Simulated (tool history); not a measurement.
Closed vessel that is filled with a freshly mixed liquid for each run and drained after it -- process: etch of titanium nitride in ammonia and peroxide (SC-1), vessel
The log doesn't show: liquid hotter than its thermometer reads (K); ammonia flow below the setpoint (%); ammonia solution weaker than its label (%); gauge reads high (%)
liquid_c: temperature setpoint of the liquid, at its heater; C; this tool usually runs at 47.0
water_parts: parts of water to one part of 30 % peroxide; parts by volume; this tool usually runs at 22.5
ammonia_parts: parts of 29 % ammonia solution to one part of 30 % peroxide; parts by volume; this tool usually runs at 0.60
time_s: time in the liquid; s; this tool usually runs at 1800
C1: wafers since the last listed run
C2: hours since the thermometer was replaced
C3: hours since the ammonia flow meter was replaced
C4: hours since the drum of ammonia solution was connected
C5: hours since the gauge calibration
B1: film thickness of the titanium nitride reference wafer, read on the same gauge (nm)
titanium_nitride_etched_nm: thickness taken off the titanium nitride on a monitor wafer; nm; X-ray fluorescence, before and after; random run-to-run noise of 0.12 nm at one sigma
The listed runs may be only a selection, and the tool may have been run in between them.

{"run": 1, "hour": 0.0, "liquid_c": 47.0, "water_parts": 27.5, "ammonia_parts": 0.6, "time_s": 1415, "C1": 0, "C2": 1069.5, "C3": 1289.8, "C4": 927.5, "C5": 914.2, "B1": 30.0, "titanium_nitride_etched_nm": 21.87}
{"run": 2, "hour": 29.2, "liquid_c": 47.0, "water_parts": 27.5, "ammonia_parts": 0.6, "time_s": 1415, "C1": 777, "C2": 1098.7, "C3": 1319.0, "C4": 956.7, "C5": 943.4, "B1": 30.0, "titanium_nitride_etched_nm": 21.91}
{"run": 3, "hour": 44.6, "liquid_c": 47.0, "water_parts": 22.5, "ammonia_parts": 0.6, "time_s": 1800, "C1": 410, "C2": 1114.1, "C3": 1334.4, "C4": 972.1, "C5": 958.8, "B1": 30.01, "titanium_nitride_etched_nm": 31.09}
{"run": 4, "hour": 66.7, "liquid_c": 47.0, "water_parts": 22.5, "ammonia_parts": 0.6, "time_s": 1800, "C1": 588, "C2": 1136.2, "C3": 1356.5, "C4": 994.2, "C5": 980.9, "B1": 29.99, "titanium_nitride_etched_nm": 31.09}
{"run": 5, "hour": 94.5, "liquid_c": 47.0, "water_parts": 22.5, "ammonia_parts": 0.7, "time_s": 1800, "C1": 740, "C2": 1164.0, "C3": 1384.3, "C4": 1022.0, "C5": 1008.7, "B1": 29.99, "titanium_nitride_etched_nm": 31.87}
{"hour": 104.6, "done": "ammonia flow meter replaced"}
{"hour": 109.6, "done": "gauge calibrated"}
{"run": 6, "hour": 119.9, "liquid_c": 47.0, "water_parts": 18.0, "ammonia_parts": 0.6, "time_s": 1800, "C1": 649, "C2": 1189.4, "C3": 15.3, "C4": 1047.4, "C5": 10.3, "B1": 30.02, "titanium_nitride_etched_nm": 35.25}
{"run": 7, "hour": 142.7, "liquid_c": 47.0, "water_parts": 18.0, "ammonia_parts": 0.6, "time_s": 1800, "C1": 607, "C2": 1212.2, "C3": 38.1, "C4": 1070.2, "C5": 33.1, "B1": 30.01, "titanium_nitride_etched_nm": 35.32}
{"hour": 173.8, "done": "thermometer replaced"}
{"run": 8, "hour": 174.3, "liquid_c": 47.0, "water_parts": 22.5, "ammonia_parts": 0.6, "time_s": 1800, "C1": 815, "C2": 0.5, "C3": 69.7, "C4": 1101.8, "C5": 64.7, "B1": 30.01, "titanium_nitride_etched_nm": 31.1}
{"run": 9, "hour": 186.0, "liquid_c": 47.0, "water_parts": 22.5, "ammonia_parts": 0.6, "time_s": 1800, "C1": 311, "C2": 12.2, "C3": 81.4, "C4": 1113.5, "C5": 76.4, "B1": 29.99, "titanium_nitride_etched_nm": 31.12}
{"run": 10, "hour": 199.1, "liquid_c": 54.5, "water_parts": 30.5, "ammonia_parts": 0.85, "time_s": 2145, "C1": 348, "C2": 25.3, "C3": 94.5, "C4": 1126.6, "C5": 89.5, "B1": 29.98, "titanium_nitride_etched_nm": 56.03}
{"run": 11, "hour": 224.8, "liquid_c": 47.0, "water_parts": 22.5, "ammonia_parts": 0.6, "time_s": 1800, "C1": 684, "C2": 51.0, "C3": 120.2, "C4": 1152.3, "C5": 115.2, "B1": 30.01, "titanium_nitride_etched_nm": 30.97}
{"hour": 227.2, "done": "new drum of ammonia solution connected"}
{"run": 12, "hour": 242.2, "liquid_c": 53.5, "water_parts": 19.0, "ammonia_parts": 0.6, "time_s": 2080, "C1": 436, "C2": 68.4, "C3": 137.6, "C4": 15.0, "C5": 132.6, "B1": 30.01, "titanium_nitride_etched_nm": 62.19}
{"run": 13, "hour": 261.7, "liquid_c": 55.0, "water_parts": 22.5, "ammonia_parts": 0.45, "time_s": 1800, "C1": 519, "C2": 87.9, "C3": 157.1, "C4": 34.5, "C5": 152.1, "B1": 30.0, "titanium_nitride_etched_nm": 50.98}
{"run": 14, "hour": 286.4, "liquid_c": 40.5, "water_parts": 19.0, "ammonia_parts": 0.6, "time_s": 1800, "C1": 657, "C2": 112.6, "C3": 181.8, "C4": 59.2, "C5": 176.8, "B1": 30.01, "titanium_nitride_etched_nm": 21.4}
{"run": 15, "hour": 314.5, "liquid_c": 47.0, "water_parts": 22.5, "ammonia_parts": 0.6, "time_s": 1800, "C1": 748, "C2": 140.7, "C3": 209.9, "C4": 87.3, "C5": 204.9, "B1": 30.01, "titanium_nitride_etched_nm": 31.24}
{"run": 16, "hour": 344.1, "liquid_c": 47.0, "water_parts": 22.5, "ammonia_parts": 0.6, "time_s": 1800, "C1": 788, "C2": 170.3, "C3": 239.5, "C4": 116.9, "C5": 234.5, "B1": 30.01, "titanium_nitride_etched_nm": 31.04}
{"run": 17, "hour": 375.2, "liquid_c": 53.5, "water_parts": 33.0, "ammonia_parts": 0.35, "time_s": 2795, "C1": 828, "C2": 201.4, "C3": 270.6, "C4": 148.0, "C5": 265.6, "B1": 30.0, "titanium_nitride_etched_nm": 55.33}
{"run": 18, "hour": 391.9, "liquid_c": 47.0, "water_parts": 22.5, "ammonia_parts": 0.6, "time_s": 2450, "C1": 444, "C2": 218.1, "C3": 287.3, "C4": 164.7, "C5": 282.3, "B1": 30.01, "titanium_nitride_etched_nm": 42.23}
{"run": 19, "hour": 414.9, "liquid_c": 47.0, "water_parts": 22.5, "ammonia_parts": 0.6, "time_s": 1800, "C1": 612, "C2": 241.1, "C3": 310.3, "C4": 187.7, "C5": 305.3, "B1": 30.01, "titanium_nitride_etched_nm": 31.07}
{"run": 20, "hour": 445.2, "liquid_c": 47.0, "water_parts": 18.0, "ammonia_parts": 0.6, "time_s": 2330, "C1": 807, "C2": 271.4, "C3": 340.6, "C4": 218.0, "C5": 335.6, "B1": 30.02, "titanium_nitride_etched_nm": 45.66}
{"run": 21, "hour": 459.8, "liquid_c": 55.0, "water_parts": 18.5, "ammonia_parts": 0.6, "time_s": 1800, "C1": 388, "C2": 286.0, "C3": 355.2, "C4": 232.6, "C5": 350.2, "B1": 30.0, "titanium_nitride_etched_nm": 60.61}
{"run": 22, "hour": 476.0, "liquid_c": 47.0, "water_parts": 22.5, "ammonia_parts": 0.5, "time_s": 1800, "C1": 431, "C2": 302.2, "C3": 371.4, "C4": 248.8, "C5": 366.4, "B1": 30.0, "titanium_nitride_etched_nm": 30.2}
{"run": 23, "hour": 503.5, "liquid_c": 38.5, "water_parts": 22.5, "ammonia_parts": 0.6, "time_s": 1800, "C1": 732, "C2": 329.7, "C3": 398.9, "C4": 276.3, "C5": 393.9, "B1": 29.99, "titanium_nitride_etched_nm": 16.76}
{"run": 24, "hour": 539.4, "liquid_c": 47.0, "water_parts": 27.5, "ammonia_parts": 0.6, "time_s": 1415, "C1": 956, "C2": 365.6, "C3": 434.8, "C4": 312.2, "C5": 429.8, "B1": 30.0, "titanium_nitride_etched_nm": 21.99}
{"run": 25, "hour": 562.0, "liquid_c": 47.0, "water_parts": 22.5, "ammonia_parts": 0.6, "time_s": 1800, "C1": 601, "C2": 388.2, "C3": 457.4, "C4": 334.8, "C5": 452.4, "B1": 30.0, "titanium_nitride_etched_nm": 31.14}
{"run": 26, "hour": 586.7, "liquid_c": 47.0, "water_parts": 22.5, "ammonia_parts": 0.6, "time_s": 1800, "C1": 657, "C2": 412.9, "C3": 482.1, "C4": 359.5, "C5": 477.1, "B1": 29.99, "titanium_nitride_etched_nm": 30.87}
{"run": 27, "hour": 600.6, "liquid_c": 53.0, "water_parts": 15.5, "ammonia_parts": 0.35, "time_s": 2730, "C1": 370, "C2": 426.8, "C3": 496.0, "C4": 373.4, "C5": 491.0, "B1": 29.99, "titanium_nitride_etched_nm": 80.04}
{"run": 28, "hour": 620.1, "liquid_c": 50.0, "water_parts": 33.5, "ammonia_parts": 0.3, "time_s": 2410, "C1": 519, "C2": 446.3, "C3": 515.5, "C4": 392.9, "C5": 510.5, "B1": 30.0, "titanium_nitride_etched_nm": 35.84}

Each row is a separate what-if for the run after 28, all from the same tool condition, not one after another. Results?
{"run": "A", "hour": 621.2, "liquid_c": 47.0, "water_parts": 22.5, "ammonia_parts": 0.6, "time_s": 2200, "C1": 29, "C2": 447.4, "C3": 516.6, "C4": 394.0, "C5": 511.6, "B1": "?", "titanium_nitride_etched_nm": "?"}
{"run": "B", "hour": 621.2, "liquid_c": 47.0, "water_parts": 16.0, "ammonia_parts": 0.6, "time_s": 1800, "C1": 29, "C2": 447.4, "C3": 516.6, "C4": 394.0, "C5": 511.6, "B1": "?", "titanium_nitride_etched_nm": "?"}
{"run": "C", "hour": 621.2, "liquid_c": 42.0, "water_parts": 22.5, "ammonia_parts": 0.6, "time_s": 1800, "C1": 29, "C2": 447.4, "C3": 516.6, "C4": 394.0, "C5": 511.6, "B1": "?", "titanium_nitride_etched_nm": "?"}
{"run": "D", "hour": 621.2, "liquid_c": 47.0, "water_parts": 22.5, "ammonia_parts": 0.6, "time_s": 850, "C1": 29, "C2": 447.4, "C3": 516.6, "C4": 394.0, "C5": 511.6, "B1": "?", "titanium_nitride_etched_nm": "?"}

run=A B1=30.02 titanium_nitride_etched_nm=38.19
run=B B1=30.02 titanium_nitride_etched_nm=37.73
run=C B1=30.02 titanium_nitride_etched_nm=21.79
run=D B1=30.02 titanium_nitride_etched_nm=14.75
Without the tool's hidden state the same runs would have given:
run=A titanium_nitride_etched_nm=38.19
run=B titanium_nitride_etched_nm=37.73
run=C titanium_nitride_etched_nm=21.79
run=D titanium_nitride_etched_nm=14.75
